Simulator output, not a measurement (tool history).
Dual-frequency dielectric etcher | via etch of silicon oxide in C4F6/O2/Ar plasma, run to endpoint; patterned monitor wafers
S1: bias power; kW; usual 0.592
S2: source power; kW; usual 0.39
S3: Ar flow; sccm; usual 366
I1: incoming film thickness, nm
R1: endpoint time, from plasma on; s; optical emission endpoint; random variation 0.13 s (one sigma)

run   hour     S1    S2   S3     I1    R1
  1      0  0.592  0.39  366  197.8  39.7
  2   19.6  0.592  0.39  366    198  39.4
      55.2  -- upper electrode replaced
  3   55.7  0.592  0.39  366  197.3  39.4
  4   70.6  0.592  0.39  366  198.7  39.7
  5   92.3  0.592  0.39  366  196.5  39.1
  6  115.3  0.592  0.32  366  197.6  44.5
  7  140.3  0.592  0.32  366  197.7  44.5
  8  156.3  0.684  0.32  366  198.2  42.4
     162.6  -- Ar flow controller replaced
     193.9  -- wet clean of the chamber
  9  194.4  0.592  0.39  366  196.9  40.4
 10  201.1  0.592  0.39  366  200.5  41.2
 11  226.8  0.592  0.39  366    199  40.7
 12  249.8  0.592  0.46  320  200.4  36.7
 13  278.6  0.733  0.43  402    198  36.1
 14  305.6  0.592  0.39  366  198.8  40.3
 15  324.8  0.592  0.39  366  197.8    40
     337.1  -- bias power generator calibrated
 16  339.9   0.67   0.3  366  198.1  45.6
 17  359.4  0.592  0.39  366  199.6  40.6
 18  385.4  0.592  0.33  449  197.4  45.1
 19  406.5  0.532  0.29  321  198.3  49.3
 20    439  0.526  0.39  397  198.1  42.1
 21  451.7  0.592  0.39  411  197.4  40.3
 22  483.3  0.522  0.32  396  197.8  47.3
 23    505  0.592  0.36  325    199  41.6
 24  540.5  0.495  0.46  443    196  38.7
 25  570.3  0.521  0.39  298  198.1  40.3
 26  595.7  0.718  0.39  441  197.9  38.1
 27  612.7  0.699  0.46  342  197.8  33.9
 28  631.5  0.732  0.45  281  200.8  33.3
 29  665.7  0.592  0.39  366    198  39.7

4 ways to go on from here, each from the tool as it stands after run 29. What would each give?
  A  666.1  0.592  0.39  366  199   ?
  B  666.1  0.592  0.45  332  199   ?
  C  666.1   0.66  0.47  406  199   ?
  D  666.1   0.66  0.39  310  199   ?

run    R1
  A  39.5
  B    36
  C  34.9
  D  37.4
Without the tool's hidden state the same runs would have given:
run    R1
  A  40.5
  B  36.9
  C  35.7
  D  38.4

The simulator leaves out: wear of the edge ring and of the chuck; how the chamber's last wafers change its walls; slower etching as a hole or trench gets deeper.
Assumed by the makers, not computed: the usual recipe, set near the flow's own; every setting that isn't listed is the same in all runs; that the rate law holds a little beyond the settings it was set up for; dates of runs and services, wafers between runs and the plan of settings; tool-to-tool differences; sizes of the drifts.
